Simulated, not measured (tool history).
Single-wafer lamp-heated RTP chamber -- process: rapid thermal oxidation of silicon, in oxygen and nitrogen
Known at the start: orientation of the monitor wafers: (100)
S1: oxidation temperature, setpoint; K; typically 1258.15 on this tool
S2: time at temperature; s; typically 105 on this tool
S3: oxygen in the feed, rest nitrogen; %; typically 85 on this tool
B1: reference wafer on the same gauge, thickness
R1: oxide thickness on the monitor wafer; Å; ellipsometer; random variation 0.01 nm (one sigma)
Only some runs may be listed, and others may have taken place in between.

run,hour,S1,S2,S3,B1,R1
1,0,1258.15,105,85,6.649,69.79
2,17.2,1258.15,105,85,6.649,69.72
3,23.3,1258.15,105,85,6.648,69.88
4,30.9,1258.15,105,85,6.653,69.96
# hour 33.7: gauge calibrated
5,72,1258.15,105,85,6.654,69.88
6,84.3,1258.15,105,85,6.65,69.9
7,99.2,1258.15,105,85,6.65,69.93
8,105.7,1258.15,105,85,6.649,69.91
9,112.4,1258.15,105,85,6.651,69.92
# hour 124: oxygen flow controller replaced
10,124.5,1258.15,105,63,6.648,63.04
11,133.4,1258.15,105,63,6.653,63.1
12,175.7,1258.15,105,85,6.651,70.16
# hour 186.1: pyrometer window cleaned and pyrometer calibrated
13,192.1,1258.15,105,85,6.654,69.36
14,202.7,1258.15,105,85,6.648,69.23
15,214.5,1258.15,145,85,6.651,80.34
16,225.1,1258.15,152,85,6.645,82.16
17,236,1273.15,80,97,6.649,72.04
18,242.2,1258.15,105,85,6.65,69.7
19,255.2,1273.15,55,85,6.652,58.47
20,268.6,1258.15,105,85,6.646,69.68
21,288.3,1258.15,105,98,6.649,73.44
22,296.5,1258.15,105,56,6.647,60.28
# hour 298.3: gauge calibrated
23,310.8,1271.15,66,98,6.653,65.86
24,318.2,1258.15,105,85,6.651,69.81
25,327.1,1239.15,70,85,6.657,50.64
26,343.6,1285.15,79,85,6.654,74.86
27,350.7,1258.15,105,56,6.65,60.39
28,368.4,1249.15,126,98,6.653,74.55
29,385.2,1258.15,105,85,6.651,69.76
30,399.6,1285.15,105,85,6.649,85.42
31,413.9,1230.15,146,98,6.646,68.82
32,424.7,1250.15,134,85,6.652,73.51
33,438.6,1258.15,152,85,6.646,82.86
34,448.7,1268.15,105,76,6.647,72.21
35,460.4,1258.15,105,85,6.65,69.82
# hour 477.5: pyrometer window cleaned and pyrometer calibrated
36,478,1231.15,153,98,6.65,70.15
37,491.8,1258.15,105,85,6.647,69.51

Difference, measured minus no-hidden-state, one row per run. Run-to-run variation is common to both terms; the gauge's own scatter need not be:
The hidden state here: true wafer temperature minus pyrometer reading, K; deviation of the oxygen flow from its setpoint, %; gauge reads high (%).
run,R1
1,+0.68
2,+0.72
3,+0.73
4,+0.74
5,+0.78
6,+0.79
7,+0.81
8,+0.82
9,+0.82
10,+0.73
11,+0.74
12,+0.85
13,+0.07
14,+0.15
15,+0.26
16,+0.33
17,+0.33
18,+0.36
19,+0.34
20,+0.46
21,+0.56
22,+0.46
23,+0.54
24,+0.6
25,+0.44
26,+0.68
27,+0.56
28,+0.75
29,+0.71
30,+0.86
31,+0.77
32,+0.8
33,+0.92
34,+0.79
35,+0.78
36,+0.07
37,+0.16
